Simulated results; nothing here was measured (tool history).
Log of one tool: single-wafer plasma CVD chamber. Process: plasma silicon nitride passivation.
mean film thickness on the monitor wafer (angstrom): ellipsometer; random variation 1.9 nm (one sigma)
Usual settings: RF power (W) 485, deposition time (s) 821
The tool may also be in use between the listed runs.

run,hour,RF power (W),deposition time (s),wafers since the last listed run,hours since the last RF generator calibration,hours since the showerhead was replaced,hours since the gauge calibration,"read-back reference wafer on the same gauge, thickness_nm",mean film thickness on the monitor wafer (angstrom)
1,0.0,440,876,0,2027.6,6369.2,105.2,1264.655,12911.87
2,13.1,485,821,19,2040.7,6382.3,118.3,1266.313,12613.87
3,25.2,485,821,17,2052.8,6394.4,130.4,1266.333,12579.02
4,40.6,485,821,22,2068.2,6409.8,145.8,1268.107,12647.33
5,57.6,485,694,24,2085.2,6426.8,162.8,1268.648,10686.13
# hour 68.3: RF generator calibrated
6,71.2,485,694,8,2.9,6440.4,176.4,1271.366,10685.83
# hour 72.6: gauge calibrated
7,79.5,485,821,12,11.2,6448.7,6.9,1260.224,12567.76
8,94.6,485,821,21,26.3,6463.8,22.0,1260.836,12537.27
9,104.2,485,821,13,35.9,6473.4,31.6,1260.199,12547.95
10,118.5,535,963,20,50.2,6487.7,45.9,1261.014,15242.39
11,128.5,525,674,14,60.2,6497.7,55.9,1262.079,10613.24
# hour 142.4: showerhead replaced
12,142.9,395,770,9,74.6,0.5,70.3,1261.994,10854.01
13,154.1,395,963,16,85.8,11.7,81.5,1262.129,13593.42
14,170.5,485,947,23,102.2,28.1,97.9,1263.461,14475.43
15,178.0,410,730,10,109.7,35.6,105.4,1264.266,10476.26
16,192.3,420,934,20,124.0,49.9,119.7,1264.469,13523.58
17,201.9,525,728,13,133.6,59.5,129.3,1265.350,11489.20

Some steps in mean film thickness on the monitor wafer (angstrom) between neighbouring runs. How much of each would the tool show without its hidden state too (settings, what came in, random variation), and how much is left for the hidden state, with any gauge scatter that isn't in both results?
The hidden state here: delivered RF power above the setpoint (%); gauge reads high (%).
Run 6 -> 7: deposition time (s) 694 -> 821, gauge calibrated. mean film thickness on the monitor wafer (angstrom) +1881.93: hidden state -87.66, all else +1969.59.
Run 10 -> 11: RF power (W) 535 -> 525, deposition time (s) 963 -> 674. mean film thickness on the monitor wafer (angstrom) -4629.15: hidden state -0.84, all else -4628.31.

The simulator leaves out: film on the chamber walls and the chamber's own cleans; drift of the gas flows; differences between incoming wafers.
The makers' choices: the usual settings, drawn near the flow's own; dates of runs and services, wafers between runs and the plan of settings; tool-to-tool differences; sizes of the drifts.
